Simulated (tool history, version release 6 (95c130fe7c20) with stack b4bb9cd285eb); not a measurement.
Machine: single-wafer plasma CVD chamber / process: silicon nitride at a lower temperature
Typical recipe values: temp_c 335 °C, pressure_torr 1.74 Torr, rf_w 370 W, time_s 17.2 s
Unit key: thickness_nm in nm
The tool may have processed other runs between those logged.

run,hour,temp_c,pressure_torr,rf_w,time_s,wafers since the last listed run,hours since the last thermocouple change,hours since the last RF generator calibration,hours since the last manometer calibration,hours since the showerhead was replaced,hours since the gauge calibration,"read-back reference wafer on the same gauge, thickness_nm",thickness_nm
1,0.0,341,1.74,370,17.2,0,1128.4,53.1,1524.3,7047.6,125.9,23.184,25.333
2,49.0,341,1.74,370,17.2,918,1177.4,102.1,1573.3,7096.6,174.9,23.160,25.368
3,119.0,341,1.74,370,17.2,1311,1247.4,172.1,1643.3,7166.6,244.9,23.195,25.484
4,177.4,335,1.74,370,17.2,1094,1305.8,230.5,1701.7,7225.0,303.3,23.178,25.587
5,206.4,335,1.93,370,17.2,543,1334.8,259.5,1730.7,7254.0,332.3,23.179,25.773
6,274.9,335,1.93,370,17.2,1283,1403.3,328.0,1799.2,7322.5,400.8,23.191,25.825
7,311.6,335,1.74,370,17.2,687,1440.0,364.7,1835.9,7359.2,437.5,23.175,25.210
8,379.4,335,1.74,370,17.2,1270,1507.8,432.5,1903.7,7427.0,505.3,23.163,25.250
9,448.8,335,1.74,370,17.2,1300,1577.2,501.9,1973.1,7496.4,574.7,23.213,25.388
10,491.6,335,1.74,370,17.2,802,1620.0,544.7,2015.9,7539.2,617.5,23.177,25.264
# hour 592.7: showerhead replaced
11,595.9,329,1.74,370,17.2,1804,1724.3,649.0,2120.2,3.2,721.8,23.229,25.285
12,627.6,335,1.74,370,17.2,594,1756.0,680.7,2151.9,34.9,753.5,23.189,24.909
# hour 663.0: gauge calibrated
13,665.4,335,1.74,370,20.2,708,1793.8,718.5,2189.7,72.7,2.4,23.191,29.330
# hour 688.8: capacitance manometer re-zeroed and calibrated
14,697.4,335,1.74,370,17.2,449,1825.8,750.5,8.6,104.7,34.4,23.208,25.200
# hour 715.4: thermocouple changed; heater temperature recalibrated
15,724.2,322,1.54,370,14.1,352,8.8,777.3,35.4,131.5,61.2,23.176,20.290
16,793.9,335,1.57,370,17.2,1306,78.5,847.0,105.1,201.2,130.9,23.212,24.695
17,835.5,335,1.74,370,17.2,779,120.1,888.6,146.7,242.8,172.5,23.216,24.872
# hour 851.2: RF generator calibrated
18,875.3,335,1.74,315,17.2,595,159.9,24.1,186.5,282.6,212.3,23.166,22.472
19,945.8,335,1.37,370,17.2,1321,230.4,94.6,257.0,353.1,282.8,23.197,24.625
20,1016.3,346,1.74,400,17.2,1321,300.9,165.1,327.5,423.6,353.3,23.234,26.889
21,1084.8,335,1.87,405,17.2,1283,369.4,233.6,396.0,492.1,421.8,23.197,27.384

For each run, the measured value with the value that run would have given without the tool's hidden condition subtracted. The run-to-run variation is shared by both, the gauge scatter possibly not:
Unlogged tool condition in this case: wafer temperature above the value expected at the setpoint (K); delivered RF power above the setpoint (%); true pressure above the setpoint (%); gauge reads high (%).
run,thickness_nm
1,-0.027
2,-0.033
3,-0.045
4,-0.061
5,-0.070
6,-0.098
7,-0.112
8,-0.147
9,-0.191
10,-0.219
11,-0.302
12,-0.326
13,-0.424
14,-0.395
15,-0.341
16,-0.489
17,-0.541
18,-0.007
19,-0.012
20,-0.024
21,-0.043

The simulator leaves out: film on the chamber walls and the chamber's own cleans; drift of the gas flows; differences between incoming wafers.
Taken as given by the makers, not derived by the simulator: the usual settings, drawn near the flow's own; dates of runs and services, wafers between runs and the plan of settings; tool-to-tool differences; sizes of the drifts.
